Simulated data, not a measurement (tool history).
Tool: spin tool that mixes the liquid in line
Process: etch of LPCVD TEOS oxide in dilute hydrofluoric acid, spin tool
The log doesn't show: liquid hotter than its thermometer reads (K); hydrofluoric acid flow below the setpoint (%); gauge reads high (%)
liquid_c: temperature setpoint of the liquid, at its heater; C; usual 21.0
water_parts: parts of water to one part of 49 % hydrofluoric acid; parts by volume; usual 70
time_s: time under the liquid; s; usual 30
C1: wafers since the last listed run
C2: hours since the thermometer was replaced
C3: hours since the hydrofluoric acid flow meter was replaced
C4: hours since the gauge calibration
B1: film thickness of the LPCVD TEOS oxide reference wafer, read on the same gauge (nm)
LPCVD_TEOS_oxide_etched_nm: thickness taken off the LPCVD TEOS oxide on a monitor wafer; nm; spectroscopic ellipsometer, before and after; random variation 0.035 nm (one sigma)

run 1 hour=0.0 | liquid_c=19.0 water_parts=65 time_s=30 | C1=0 C2=66.5 C3=328.1 C4=1770.1 | B1=150.00 | LPCVD_TEOS_oxide_etched_nm=10.35
-- hour=54.4 gauge calibrated
run 2 hour=57.7 | liquid_c=19.0 water_parts=65 time_s=30 | C1=582 C2=124.2 C3=385.8 C4=3.3 | B1=150.02 | LPCVD_TEOS_oxide_etched_nm=10.37
run 3 hour=134.3 | liquid_c=17.0 water_parts=70 time_s=45 | C1=772 C2=200.8 C3=462.4 C4=79.9 | B1=150.00 | LPCVD_TEOS_oxide_etched_nm=13.12
run 4 hour=175.1 | liquid_c=17.0 water_parts=70 time_s=45 | C1=411 C2=241.6 C3=503.2 C4=120.7 | B1=150.00 | LPCVD_TEOS_oxide_etched_nm=13.09
run 5 hour=220.6 | liquid_c=17.5 water_parts=70 time_s=30 | C1=459 C2=287.1 C3=548.7 C4=166.2 | B1=149.99 | LPCVD_TEOS_oxide_etched_nm=8.92
run 6 hour=315.0 | liquid_c=19.5 water_parts=70 time_s=30 | C1=952 C2=381.5 C3=643.1 C4=260.6 | B1=149.98 | LPCVD_TEOS_oxide_etched_nm=9.71
run 7 hour=405.3 | liquid_c=21.0 water_parts=70 time_s=30 | C1=911 C2=471.8 C3=733.4 C4=350.9 | B1=150.01 | LPCVD_TEOS_oxide_etched_nm=10.33
run 8 hour=445.1 | liquid_c=21.0 water_parts=70 time_s=20 | C1=401 C2=511.6 C3=773.2 C4=390.7 | B1=149.97 | LPCVD_TEOS_oxide_etched_nm=6.85
run 9 hour=541.2 | liquid_c=21.0 water_parts=70 time_s=20 | C1=969 C2=607.7 C3=869.3 C4=486.8 | B1=149.95 | LPCVD_TEOS_oxide_etched_nm=6.80
run 10 hour=633.2 | liquid_c=21.0 water_parts=70 time_s=20 | C1=928 C2=699.7 C3=961.3 C4=578.8 | B1=150.00 | LPCVD_TEOS_oxide_etched_nm=6.86
run 11 hour=682.1 | liquid_c=18.0 water_parts=80 time_s=30 | C1=493 C2=748.6 C3=1010.2 C4=627.7 | B1=149.97 | LPCVD_TEOS_oxide_etched_nm=7.78
run 12 hour=771.9 | liquid_c=18.0 water_parts=80 time_s=30 | C1=906 C2=838.4 C3=1100.0 C4=717.5 | B1=150.01 | LPCVD_TEOS_oxide_etched_nm=7.77
run 13 hour=809.8 | liquid_c=17.5 water_parts=70 time_s=20 | C1=382 C2=876.3 C3=1137.9 C4=755.4 | B1=149.98 | LPCVD_TEOS_oxide_etched_nm=5.88
run 14 hour=879.6 | liquid_c=17.5 water_parts=70 time_s=20 | C1=704 C2=946.1 C3=1207.7 C4=825.2 | B1=150.00 | LPCVD_TEOS_oxide_etched_nm=5.88
run 15 hour=983.7 | liquid_c=19.0 water_parts=45 time_s=15 | C1=1050 C2=1050.2 C3=1311.8 C4=929.3 | B1=150.01 | LPCVD_TEOS_oxide_etched_nm=7.48
run 16 hour=1040.9 | liquid_c=21.0 water_parts=60 time_s=45 | C1=577 C2=1107.4 C3=1369.0 C4=986.5 | B1=150.03 | LPCVD_TEOS_oxide_etched_nm=17.97
run 17 hour=1126.1 | liquid_c=21.0 water_parts=70 time_s=40 | C1=859 C2=1192.6 C3=1454.2 C4=1071.7 | B1=149.98 | LPCVD_TEOS_oxide_etched_nm=13.53
run 18 hour=1298.7 | liquid_c=21.0 water_parts=70 time_s=30 | C1=1741 C2=1365.2 C3=1626.8 C4=1244.3 | B1=149.97 | LPCVD_TEOS_oxide_etched_nm=10.11
-- hour=1350.2 thermometer replaced
run 19 hour=1360.0 | liquid_c=19.5 water_parts=90 time_s=45 | C1=608 C2=9.8 C3=1688.1 C4=1305.6 | B1=149.99 | LPCVD_TEOS_oxide_etched_nm=10.76
run 20 hour=1455.0 | liquid_c=17.0 water_parts=80 time_s=50 | C1=958 C2=104.8 C3=1783.1 C4=1400.6 | B1=149.99 | LPCVD_TEOS_oxide_etched_nm=12.34
-- hour=1513.0 hydrofluoric acid flow meter replaced
-- hour=1528.0 gauge calibrated
run 21 hour=1546.2 | liquid_c=21.0 water_parts=70 time_s=15 | C1=910 C2=196.0 C3=33.2 C4=18.2 | B1=149.96 | LPCVD_TEOS_oxide_etched_nm=5.18
run 22 hour=1606.8 | liquid_c=21.0 water_parts=70 time_s=20 | C1=611 C2=256.6 C3=93.8 C4=78.8 | B1=150.02 | LPCVD_TEOS_oxide_etched_nm=6.94
run 23 hour=1702.4 | liquid_c=21.0 water_parts=70 time_s=30 | C1=964 C2=352.2 C3=189.4 C4=174.4 | B1=150.00 | LPCVD_TEOS_oxide_etched_nm=10.38
run 24 hour=1756.0 | liquid_c=21.0 water_parts=70 time_s=30 | C1=540 C2=405.8 C3=243.0 C4=228.0 | B1=150.04 | LPCVD_TEOS_oxide_etched_nm=10.42
run 25 hour=1852.3 | liquid_c=23.5 water_parts=50 time_s=15 | C1=971 C2=502.1 C3=339.3 C4=324.3 | B1=149.98 | LPCVD_TEOS_oxide_etched_nm=8.30
run 26 hour=1899.7 | liquid_c=17.5 water_parts=70 time_s=20 | C1=478 C2=549.5 C3=386.7 C4=371.7 | B1=150.03 | LPCVD_TEOS_oxide_etched_nm=5.97
run 27 hour=1950.0 | liquid_c=21.0 water_parts=70 time_s=30 | C1=507 C2=599.8 C3=437.0 C4=422.0 | B1=149.99 | LPCVD_TEOS_oxide_etched_nm=10.40
run 28 hour=2009.3 | liquid_c=21.0 water_parts=105 time_s=30 | C1=598 C2=659.1 C3=496.3 C4=481.3 | B1=149.98 | LPCVD_TEOS_oxide_etched_nm=6.63
run 29 hour=2091.5 | liquid_c=25.5 water_parts=70 time_s=30 | C1=829 C2=741.3 C3=578.5 C4=563.5 | B1=149.98 | LPCVD_TEOS_oxide_etched_nm=12.43
run 30 hour=2156.6 | liquid_c=22.5 water_parts=45 time_s=40 | C1=656 C2=806.4 C3=643.6 C4=628.6 | B1=149.99 | LPCVD_TEOS_oxide_etched_nm=23.53
run 31 hour=2243.2 | liquid_c=22.5 water_parts=55 time_s=25 | C1=873 C2=893.0 C3=730.2 C4=715.2 | B1=150.00 | LPCVD_TEOS_oxide_etched_nm=11.79
run 32 hour=2289.3 | liquid_c=21.0 water_parts=70 time_s=30 | C1=465 C2=939.1 C3=776.3 C4=761.3 | B1=150.01 | LPCVD_TEOS_oxide_etched_nm=10.24

The tool's hidden state at each run:
liquid hotter than its thermometer reads (K): 0 in every run
gauge reads high (%): 0 in every run
H1: hydrofluoric acid flow below the setpoint (%)
run=1 H1=0.83
run=2 H1=0.948
run=3 H1=1.1
run=4 H1=1.19
run=5 H1=1.28
run=6 H1=1.47
run=7 H1=1.66
run=8 H1=1.74
run=9 H1=1.94
run=10 H1=2.12
run=11 H1=2.22
run=12 H1=2.41
run=13 H1=2.49
run=14 H1=2.63
run=15 H1=2.84
run=16 H1=2.96
run=17 H1=3.13
run=18 H1=3.48
run=19 H1=3.61
run=20 H1=3.8
run=21 H1=0.377
run=22 H1=0.501
run=23 H1=0.697
run=24 H1=0.806
run=25 H1=1
run=26 H1=1.1
run=27 H1=1.2
run=28 H1=1.32
run=29 H1=1.49
run=30 H1=1.63
run=31 H1=1.8
run=32 H1=1.9
